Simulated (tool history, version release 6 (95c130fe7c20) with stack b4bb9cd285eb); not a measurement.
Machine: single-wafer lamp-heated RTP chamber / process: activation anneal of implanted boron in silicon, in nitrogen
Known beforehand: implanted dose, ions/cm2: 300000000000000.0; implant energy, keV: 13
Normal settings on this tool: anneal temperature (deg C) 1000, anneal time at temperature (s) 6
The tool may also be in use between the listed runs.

run	day	anneal temperature (deg C)	anneal time at temperature (s)	wafers since the last listed run	wafers since the last pyrometer calibration	wafers since the reflector plate was cleaned	hours since the gauge calibration	read-back reference wafer on the same gauge, sheet resistance	sheet resistance of the implanted and annealed layer (ohm/square)
1	0	1000	6	0	655	4256	296.5	325.98	313.72
2	1.25	1000	6	487	1143	4744	326.5	326.13	313.27
3	2.296	1000	6	407	1551	5152	351.6	326.02	313.05
4	3.171	1000	6	341	1892	5493	372.6	325.98	313.76
5	4.304	1000	6	442	2334	5935	399.8	325.92	312.85
6	5.588	1000	6	500	2835	6435	430.6	326	312.53
# day 7.354: gauge calibrated
# day 7.546: reflector plate cleaned
7	8.767	1000	6	1109	3944	476	33.9	326.07	311.09
8	9.625	985	5	334	4279	811	54.5	325.89	317.91
9	10.575	985	5	370	4650	1182	77.3	325.93	318.1
10	11.425	975	4	331	4981	1513	97.7	326.08	325.36
# day 12.046: reflector plate cleaned, repeated, since the last time left the tool worse
11	12.708	1000	6	370	5352	258	128.5	326	313.41
12	13.992	980	5	500	5852	759	159.3	325.91	328.26
# day 15.092: pyrometer window cleaned and pyrometer calibrated
13	15.112	1000	6	307	8	1066	186.2	326.05	315.26
14	16.525	1027	6	550	558	1617	220.1	326.02	309.07
15	19.754	976	3	1259	1818	2876	297.6	326.05	334.38
16	20.883	977	4	440	2258	3316	324.7	325.92	330.17
17	22.042	980	8	451	2710	3768	352.5	326	323.81
18	22.679	1010	9	248	2959	4017	367.8	325.95	309.4

Below, each run's measurement less what the same run would have read without the hidden state. Both values contain the same run-to-run variation, but the gauge's scatter may not be the same in both:
Hidden conditions of the tool in this case: true wafer temperature minus pyrometer reading, K; wafer temperature error from the tarnished reflector plate, K; gauge reads high (%).
run	sheet resistance of the implanted and annealed layer (ohm/square)
1	-1.37
2	-1.47
3	-1.56
4	-1.63
5	-1.72
6	-1.83
7	-3.05
8	-6.83
9	-6.97
10	-10.99
11	-0.32
12	-1.17
13	-0.56
14	-0.18
15	-2.99
16	-3.3
17	-3.01
18	-0.63

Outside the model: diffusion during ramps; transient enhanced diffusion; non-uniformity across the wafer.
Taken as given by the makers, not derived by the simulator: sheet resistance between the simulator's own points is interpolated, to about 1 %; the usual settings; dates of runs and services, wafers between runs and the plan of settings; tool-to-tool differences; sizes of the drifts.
